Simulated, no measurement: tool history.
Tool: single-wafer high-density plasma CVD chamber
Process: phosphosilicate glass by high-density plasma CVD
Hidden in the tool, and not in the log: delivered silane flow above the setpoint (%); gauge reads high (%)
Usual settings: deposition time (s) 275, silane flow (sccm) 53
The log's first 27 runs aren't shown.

run,hour,deposition time (s),silane flow (sccm),wafers since the last listed run,hours since the silane flow controller was replaced,hours since the gauge calibration,"read-back reference wafer on the same gauge, thickness_nm",mean film thickness on the monitor wafer (nm)
28,700.5,231,43,99,157.7,207.3,1230.007,997.658
29,712.8,257,48,63,170.0,219.6,1230.859,1228.049
30,745.2,275,53,168,202.4,252.0,1230.207,1460.808
31,780.2,326,57,182,237.4,287.0,1229.763,1851.455
32,877.7,253,63,507,334.9,384.5,1229.286,1578.364
33,901.0,254,44,121,358.2,407.8,1230.116,1112.903
34,914.0,275,55,67,371.2,420.8,1229.328,1499.568
35,936.7,275,53,118,393.9,443.5,1230.726,1447.128
36,964.7,316,59,145,421.9,471.5,1229.908,1847.911
37,999.6,230,50,181,456.8,506.4,1230.208,1139.907
38,1012.1,233,62,65,469.3,518.9,1230.457,1432.880
39,1037.6,275,53,132,494.8,544.4,1230.281,1439.891
40,1058.1,327,53,106,515.3,564.9,1229.701,1713.588
41,1070.5,275,53,64,527.7,577.3,1229.402,1436.925
42,1090.6,247,61,104,547.8,597.4,1229.768,1488.006
43,1124.5,275,53,176,581.7,631.3,1228.975,1437.622
44,1155.4,323,63,160,612.6,662.2,1230.073,2012.975
45,1177.7,239,48,115,634.9,684.5,1230.456,1125.580

Forecast each of these 5 alternatives for the next run:
A,1178.2,293,53,2,635.4,685.0,?,?
B,1178.2,314,64,2,635.4,685.0,?,?
C,1178.2,259,57,2,635.4,685.0,?,?
D,1178.2,275,43,2,635.4,685.0,?,?
E,1178.2,304,63,2,635.4,685.0,?,?

run,"read-back reference wafer on the same gauge, thickness_nm",mean film thickness on the monitor wafer (nm)
A,1229.578,1526.993
B,1229.578,1976.074
C,1229.578,1451.671
D,1229.578,1162.772
E,1229.578,1883.248
Without the tool's hidden state the same runs would have given:
run,mean film thickness on the monitor wafer (nm)
A,1562.090
B,2021.493
C,1485.037
D,1189.498
E,1926.534
